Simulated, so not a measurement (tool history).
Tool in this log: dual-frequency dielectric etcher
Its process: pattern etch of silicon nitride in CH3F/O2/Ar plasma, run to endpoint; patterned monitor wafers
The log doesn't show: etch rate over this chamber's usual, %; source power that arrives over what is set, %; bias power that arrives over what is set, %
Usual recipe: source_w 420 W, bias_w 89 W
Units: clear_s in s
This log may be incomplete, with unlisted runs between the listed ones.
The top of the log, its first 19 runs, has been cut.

run   hour  source_w  bias_w  wafers since the last listed run  hours since the last wet clean  hours since the last source power generator calibration  hours since the last bias power generator calibration  hours since the last upper electrode change  incoming incoming film thickness, nm  clear_s
 20  541.3       420      89                               286                           314.1                                                     4844                                                     52                                         3773                                 20.88       26
 21  560.6       500      83                               270                           333.4                                                   4863.3                                                   71.3                                       3792.3                                 20.77     24.3
     578.6  -- source power generator calibrated
 22  580.5       450      68                               223                           353.3                                                      1.9                                                   91.2                                       3812.2                                 20.74       27
 23  619.8       330      73                               551                           392.6                                                     41.2                                                  130.5                                       3851.5                                  20.8     29.5
     669.1  -- upper electrode replaced
 24  669.6       420      89                               361                           442.4                                                       91                                                  180.3                                          0.5                                 20.55     24.8
 25  676.6       370     107                                98                           449.4                                                       98                                                  187.3                                          7.5                                  20.6     24.4
 26  710.5       420      89                               475                           483.3                                                    131.9                                                  221.2                                         41.4                                 20.94     25.3
 27  726.4       420      89                               223                           499.2                                                    147.8                                                  237.1                                         57.3                                 20.81     25.3
 28  741.3       380     104                               208                           514.1                                                    162.7                                                    252                                         72.2                                 20.52     24.3
 29  763.5       420      89                               311                           536.3                                                    184.9                                                  274.2                                         94.4                                 20.56     25.1
 30  791.6       340     104                               394                           564.4                                                      213                                                  302.3                                        122.5                                 20.54     25.1
     840.7  -- wet clean of the chamber
 31  841.2       350      79                               359                             0.5                                                    262.6                                                  351.9                                        172.1                                 20.54     28.2
 32    859       370      76                               249                            18.3                                                    280.4                                                  369.7                                        189.9                                 20.47     27.9

What will run 33 give?
 33   873       420      71                               196                            32.3                                                    294.4                                                  383.7                                        203.9                                 20.69        ?

{"run 33": {"clear_s": 27.4}}
Had the tool carried no hidden state, the very same run would have given clear_s 27.6 s.
